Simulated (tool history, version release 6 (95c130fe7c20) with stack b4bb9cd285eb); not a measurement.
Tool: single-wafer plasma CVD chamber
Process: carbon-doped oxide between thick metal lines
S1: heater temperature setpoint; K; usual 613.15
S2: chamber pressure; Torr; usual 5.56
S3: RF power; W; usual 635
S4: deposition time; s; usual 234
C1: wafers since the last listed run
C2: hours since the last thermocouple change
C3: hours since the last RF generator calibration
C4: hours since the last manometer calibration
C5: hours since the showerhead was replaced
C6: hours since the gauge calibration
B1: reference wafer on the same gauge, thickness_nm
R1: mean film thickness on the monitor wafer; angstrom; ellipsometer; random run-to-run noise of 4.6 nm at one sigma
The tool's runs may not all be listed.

run	hour	S1	S2	S3	S4	C1	C2	C3	C4	C5	C6	B1	R1
1	0	613.15	5.56	585	252	0	583.6	1340.2	1230.3	6801.4	447.3	1287.373	13703.44
2	52.1	613.15	5.56	635	234	245	635.7	1392.3	1282.4	6853.5	499.4	1285.981	13663.96
3	122.2	621.15	5.56	635	234	330	705.8	1462.4	1352.5	6923.6	569.5	1288.352	13310.6
4	155	613.15	6.56	635	234	154	738.6	1495.2	1385.3	6956.4	602.3	1288.705	13955.48
# hour 289.6: showerhead replaced
5	323.5	613.15	6.29	575	234	757	907.1	1663.7	1553.8	33.9	770.8	1291.856	12720.93
6	372.6	613.15	6.29	575	234	231	956.2	1712.8	1602.9	83	819.9	1293.769	12719.16
# hour 391.2: thermocouple changed; heater temperature recalibrated
7	414.9	613.15	6.29	575	234	161	23.7	1755.1	1645.2	125.3	862.2	1294.397	12660.86
8	601.7	613.15	5.56	635	234	881	210.5	1941.9	1832	312.1	1049	1300.084	13715.59
9	668.8	613.15	5.56	635	234	316	277.6	2009	1899.1	379.2	1116.1	1301.557	13848.97
10	698.6	613.15	6.67	635	234	140	307.4	2038.8	1928.9	409	1145.9	1302.861	14053.39
11	741	613.15	5.56	635	234	200	349.8	2081.2	1971.3	451.4	1188.3	1303.686	13817.82
12	795.9	604.15	5.56	635	213	259	404.7	2136.1	2026.2	506.3	1243.2	1305.305	12972.41
13	847.3	621.15	5.56	600	234	242	456.1	2187.5	2077.6	557.7	1294.6	1308.128	12926.35
14	890.7	613.15	4.73	600	188	204	499.5	2230.9	2121	601.1	1338	1307.818	10461.84
15	915.5	613.15	6.29	575	234	117	524.3	2255.7	2145.8	625.9	1362.8	1310.576	12918.83
16	948.5	613.15	6.19	745	234	155	557.3	2288.7	2178.8	658.9	1395.8	1310.822	15974.02
# hour 989.4: capacitance manometer re-zeroed and calibrated
17	1000.2	613.15	5.56	635	234	206	609	2340.4	10.8	710.6	1447.5	1313.99	13962.84
# hour 1044.9: RF generator calibrated
18	1091.1	613.15	5.56	635	234	391	699.9	46.2	101.7	801.5	1538.4	1318.451	14015.35
# hour 1138: gauge calibrated
19	1190.9	623.15	6.62	635	270	470	799.7	146	201.5	901.3	52.9	1277.857	15401.33
20	1219	625.15	5.56	535	195	132	827.8	174.1	229.6	929.4	81	1277.889	9387.8
21	1249.3	613.15	5.56	635	234	142	858.1	204.4	259.9	959.7	111.3	1278.926	13613.25
22	1285.4	599.15	5.05	740	196	170	894.2	240.5	296	995.8	147.4	1277.766	13250.98
23	1327	613.15	5.56	635	234	196	935.8	282.1	337.6	1037.4	189	1278.42	13562.71

What does the tool deliver on the next run?
# hour 1388.8: thermocouple changed; heater temperature recalibrated
24	1389.8	603.15	6.67	590	234	258	1	344.9	400.4	1100.2	251.8	?	?

Logged for run 24: B1 1279.57, R1 13457.92 angstrom.
With no hidden state in the tool, this same run would have given R1 13471.79 angstrom.
